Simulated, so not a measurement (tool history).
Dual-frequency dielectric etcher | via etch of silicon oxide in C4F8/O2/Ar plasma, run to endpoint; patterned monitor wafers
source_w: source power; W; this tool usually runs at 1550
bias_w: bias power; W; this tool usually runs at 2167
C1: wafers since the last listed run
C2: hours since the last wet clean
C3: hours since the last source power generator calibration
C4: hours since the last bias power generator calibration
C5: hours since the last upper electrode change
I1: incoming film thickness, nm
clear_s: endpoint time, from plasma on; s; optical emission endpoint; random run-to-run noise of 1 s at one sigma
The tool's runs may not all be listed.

run 1 day=0 | source_w=1550 bias_w=2167 | C1=0 C2=293.6 C3=3107.6 C4=1516.1 C5=2865.1 | I1=1100.4 | clear_s=254.8
run 2 day=0.908 | source_w=1550 bias_w=2167 | C1=88 C2=315.4 C3=3129.4 C4=1537.9 C5=2886.9 | I1=1097.4 | clear_s=254.8
run 3 day=1.5 | source_w=1550 bias_w=2167 | C1=57 C2=329.6 C3=3143.6 C4=1552.1 C5=2901.1 | I1=1097.2 | clear_s=256.2
run 4 day=2.9 | source_w=1550 bias_w=1769 | C1=136 C2=363.2 C3=3177.2 C4=1585.7 C5=2934.7 | I1=1096.5 | clear_s=270.1
run 5 day=3.908 | source_w=1550 bias_w=1769 | C1=98 C2=387.4 C3=3201.4 C4=1609.9 C5=2958.9 | I1=1096.2 | clear_s=270.7
run 6 day=4.733 | source_w=1370 bias_w=2551 | C1=80 C2=407.2 C3=3221.2 C4=1629.7 C5=2978.7 | I1=1092.1 | clear_s=250.7
run 7 day=5.242 | source_w=1370 bias_w=2551 | C1=49 C2=419.4 C3=3233.4 C4=1641.9 C5=2990.9 | I1=1098.7 | clear_s=254.7
run 8 day=6.1 | source_w=1550 bias_w=2167 | C1=83 C2=440 C3=3254 C4=1662.5 C5=3011.5 | I1=1095.8 | clear_s=255.9
run 9 day=6.812 | source_w=1550 bias_w=2167 | C1=69 C2=457.1 C3=3271.1 C4=1679.6 C5=3028.6 | I1=1094.5 | clear_s=254.5
run 10 day=7.325 | source_w=1820 bias_w=1735 | C1=49 C2=469.4 C3=3283.4 C4=1691.9 C5=3040.9 | I1=1104.1 | clear_s=258.1
run 11 day=8.733 | source_w=1550 bias_w=2167 | C1=136 C2=503.2 C3=3317.2 C4=1725.7 C5=3074.7 | I1=1099.9 | clear_s=255.3
run 12 day=9.392 | source_w=1550 bias_w=2167 | C1=64 C2=519 C3=3333 C4=1741.5 C5=3090.5 | I1=1096.4 | clear_s=255.3
-- day=11.175 wet clean of the chamber
run 13 day=11.196 | source_w=1550 bias_w=2167 | C1=78 C2=0.5 C3=3376.3 C4=1784.8 C5=3133.8 | I1=1103.9 | clear_s=256.9
run 14 day=11.975 | source_w=1550 bias_w=2167 | C1=75 C2=19.2 C3=3395 C4=1803.5 C5=3152.5 | I1=1083.6 | clear_s=252.3
run 15 day=13.246 | source_w=1240 bias_w=2167 | C1=123 C2=49.7 C3=3425.5 C4=1834 C5=3183 | I1=1094.3 | clear_s=275.4
run 16 day=14.254 | source_w=1240 bias_w=2167 | C1=98 C2=73.9 C3=3449.7 C4=1858.2 C5=3207.2 | I1=1095 | clear_s=274.4
run 17 day=15.688 | source_w=1240 bias_w=2167 | C1=139 C2=108.3 C3=3484.1 C4=1892.6 C5=3241.6 | I1=1104.8 | clear_s=278.4
run 18 day=16.908 | source_w=1800 bias_w=2167 | C1=118 C2=137.6 C3=3513.4 C4=1921.9 C5=3270.9 | I1=1106 | clear_s=243.6
-- day=17.275 bias power generator calibrated
run 19 day=18.183 | source_w=1370 bias_w=2551 | C1=107 C2=168.2 C3=3544 C4=21.8 C5=3301.5 | I1=1100.7 | clear_s=256.7
run 20 day=19.35 | source_w=1670 bias_w=2523 | C1=113 C2=196.2 C3=3572 C4=49.8 C5=3329.5 | I1=1108 | clear_s=240.6
-- day=19.521 source power generator calibrated
run 21 day=20.779 | source_w=1550 bias_w=1952 | C1=122 C2=230.5 C3=30.2 C4=84.1 C5=3363.8 | I1=1100 | clear_s=261.8
run 22 day=21.817 | source_w=1200 bias_w=2373 | C1=100 C2=255.4 C3=55.1 C4=109 C5=3388.7 | I1=1097.9 | clear_s=271.1
run 23 day=22.367 | source_w=1440 bias_w=2167 | C1=53 C2=268.6 C3=68.3 C4=122.2 C5=3401.9 | I1=1108.2 | clear_s=264.7
run 24 day=23.688 | source_w=1420 bias_w=2167 | C1=128 C2=300.3 C3=100 C4=153.9 C5=3433.6 | I1=1096.6 | clear_s=262.3
run 25 day=24.892 | source_w=1250 bias_w=2396 | C1=117 C2=329.2 C3=128.9 C4=182.8 C5=3462.5 | I1=1117.3 | clear_s=272.7
run 26 day=25.4 | source_w=1550 bias_w=2167 | C1=49 C2=341.4 C3=141.1 C4=195 C5=3474.7 | I1=1093.4 | clear_s=254.3
-- day=27.838 upper electrode replaced
run 27 day=28.754 | source_w=1550 bias_w=2167 | C1=228 C2=421.9 C3=221.6 C4=275.5 C5=22 | I1=1098.3 | clear_s=254.5
run 28 day=30.238 | source_w=1670 bias_w=1996 | C1=144 C2=457.5 C3=257.2 C4=311.1 C5=57.6 | I1=1105.8 | clear_s=256.1
run 29 day=31.242 | source_w=1550 bias_w=2167 | C1=97 C2=481.6 C3=281.3 C4=335.2 C5=81.7 | I1=1097.8 | clear_s=253.5
run 30 day=32.596 | source_w=1190 bias_w=1688 | C1=131 C2=514.1 C3=313.8 C4=367.7 C5=114.2 | I1=1090.8 | clear_s=299.7
run 31 day=33.283 | source_w=1780 bias_w=1694 | C1=66 C2=530.6 C3=330.3 C4=384.2 C5=130.7 | I1=1107.7 | clear_s=263.4
-- day=34.488 wet clean of the chamber
run 32 day=34.508 | source_w=1210 bias_w=1729 | C1=21 C2=0.5 C3=359.7 C4=413.6 C5=160.1 | I1=1102.4 | clear_s=296.3
run 33 day=35.458 | source_w=1550 bias_w=2167 | C1=92 C2=23.3 C3=382.5 C4=436.4 C5=182.9 | I1=1117.2 | clear_s=259

What if the next run were any one of these 5? Each begins from the tool's condition after run 33:
run A day=35.479 | source_w=1550 bias_w=2167 | C1=2 C2=23.8 C3=383 C4=436.9 C5=183.4 | I1=1106.4 | clear_s=?
run B day=35.479 | source_w=1810 bias_w=1809 | C1=2 C2=23.8 C3=383 C4=436.9 C5=183.4 | I1=1106.4 | clear_s=?
run C day=35.479 | source_w=1300 bias_w=1690 | C1=2 C2=23.8 C3=383 C4=436.9 C5=183.4 | I1=1106.4 | clear_s=?
run D day=35.479 | source_w=1220 bias_w=2358 | C1=2 C2=23.8 C3=383 C4=436.9 C5=183.4 | I1=1106.4 | clear_s=?
run E day=35.479 | source_w=1790 bias_w=1834 | C1=2 C2=23.8 C3=383 C4=436.9 C5=183.4 | I1=1106.4 | clear_s=?

run=A clear_s=258.8
run=B clear_s=257.1
run=C clear_s=295.7
run=D clear_s=275.1
run=E clear_s=257.2
With the hidden condition removed and each run's random variation left untouched, the same runs would have given:
run=A clear_s=258.8
run=B clear_s=257.1
run=C clear_s=295.7
run=D clear_s=275.1
run=E clear_s=257.2
